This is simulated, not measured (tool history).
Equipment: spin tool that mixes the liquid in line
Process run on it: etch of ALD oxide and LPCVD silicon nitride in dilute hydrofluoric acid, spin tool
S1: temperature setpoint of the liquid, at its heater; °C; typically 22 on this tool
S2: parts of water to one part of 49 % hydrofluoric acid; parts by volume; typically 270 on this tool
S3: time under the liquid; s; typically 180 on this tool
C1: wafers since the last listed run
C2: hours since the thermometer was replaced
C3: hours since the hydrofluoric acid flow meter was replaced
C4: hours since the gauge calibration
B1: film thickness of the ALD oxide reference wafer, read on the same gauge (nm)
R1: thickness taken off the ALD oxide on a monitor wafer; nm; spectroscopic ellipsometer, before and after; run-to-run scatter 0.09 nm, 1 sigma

| run | hour | S1 | S2 | S3 | C1 | C2 | C3 | C4 | B1 | R1 |
|---|---|---|---|---|---|---|---|---|---|---|
| 1 | 0 | 22 | 270 | 180 | 0 | 915.3 | 1155 | 625.7 | 120.02 | 15.67 |
| 2 | 57.3 | 22 | 270 | 180 | 487 | 972.6 | 1212.3 | 683 | 120.02 | 15.57 |
| 3 | 112.5 | 22 | 270 | 180 | 470 | 1027.8 | 1267.5 | 738.2 | 119.99 | 15.33 |
| 4 | 160 | 22 | 270 | 180 | 404 | 1075.3 | 1315 | 785.7 | 120.03 | 15.37 |
| 5 | 203.3 | 22 | 270 | 180 | 368 | 1118.6 | 1358.3 | 829 | 120 | 15.3 |
| 6 | 273.7 | 22 | 270 | 180 | 599 | 1189 | 1428.7 | 899.4 | 119.98 | 15.18 |
| 7 | 304.4 | 22 | 270 | 180 | 261 | 1219.7 | 1459.4 | 930.1 | 119.97 | 15.03 |
|  | 349.1 | hydrofluoric acid flow meter replaced |
| 8 | 364 | 22 | 270 | 180 | 498 | 1279.3 | 14.9 | 989.7 | 120.02 | 15.77 |
| 9 | 431.7 | 22 | 270 | 180 | 576 | 1347 | 82.6 | 1057.4 | 120.02 | 15.65 |
| 10 | 502.1 | 22 | 175 | 180 | 599 | 1417.4 | 153 | 1127.8 | 120 | 26.05 |
| 11 | 541.2 | 23.5 | 170 | 135 | 332 | 1456.5 | 192.1 | 1166.9 | 120.01 | 21.7 |
|  | 541.7 | gauge calibrated |
| 12 | 581.6 | 22 | 345 | 270 | 344 | 1496.9 | 232.5 | 39.9 | 119.98 | 17.12 |
|  | 599.7 | thermometer replaced |
| 13 | 621.8 | 19 | 390 | 95 | 333 | 22.1 | 272.7 | 80.1 | 120.03 | 4.97 |
| 14 | 656.5 | 22 | 270 | 180 | 295 | 56.8 | 307.4 | 114.8 | 120.02 | 16.63 |
| 15 | 711.3 | 22 | 270 | 240 | 466 | 111.6 | 362.2 | 169.6 | 120 | 22.32 |
| 16 | 748.5 | 22 | 270 | 180 | 316 | 148.8 | 399.4 | 206.8 | 119.99 | 16.6 |
| 17 | 784.1 | 25 | 335 | 180 | 303 | 184.4 | 435 | 242.4 | 120 | 14.06 |
| 18 | 829.9 | 26 | 195 | 115 | 389 | 230.2 | 480.8 | 288.2 | 120 | 18.37 |
| 19 | 877.4 | 24.5 | 270 | 145 | 404 | 277.7 | 528.3 | 335.7 | 120.03 | 14.47 |
| 20 | 922.8 | 22 | 270 | 180 | 386 | 323.1 | 573.7 | 381.1 | 119.99 | 16.46 |
| 21 | 967.6 | 25 | 270 | 225 | 381 | 367.9 | 618.5 | 425.9 | 120.01 | 22.63 |

For each entry between runs, how does the tool's hidden state at the last listed run before it compare with that at the first listed run after it?
Run 7 -> run 8: hydrofluoric acid flow meter replaced (hour 349.1)
  liquid colder than its thermometer reads (K): 2.32 -> 2.42; hydrofluoric acid flow below the setpoint (%): 4.81 -> 0.902
  measured minus no-state result, R1: -2.38 -> -1.66 nm
Run 11 -> run 12: gauge calibrated (hour 541.7)
  liquid colder than its thermometer reads (K): 2.73 -> 2.8; hydrofluoric acid flow below the setpoint (%): 1.45 -> 1.58
  measured minus no-state result, R1: -2.82 -> -2.18 nm
Run 12 -> run 13: thermometer replaced (hour 599.7)
  liquid colder than its thermometer reads (K): 2.8 -> 0.344; hydrofluoric acid flow below the setpoint (%): 1.58 -> 1.7
  measured minus no-state result, R1: -2.18 -> -0.18 nm
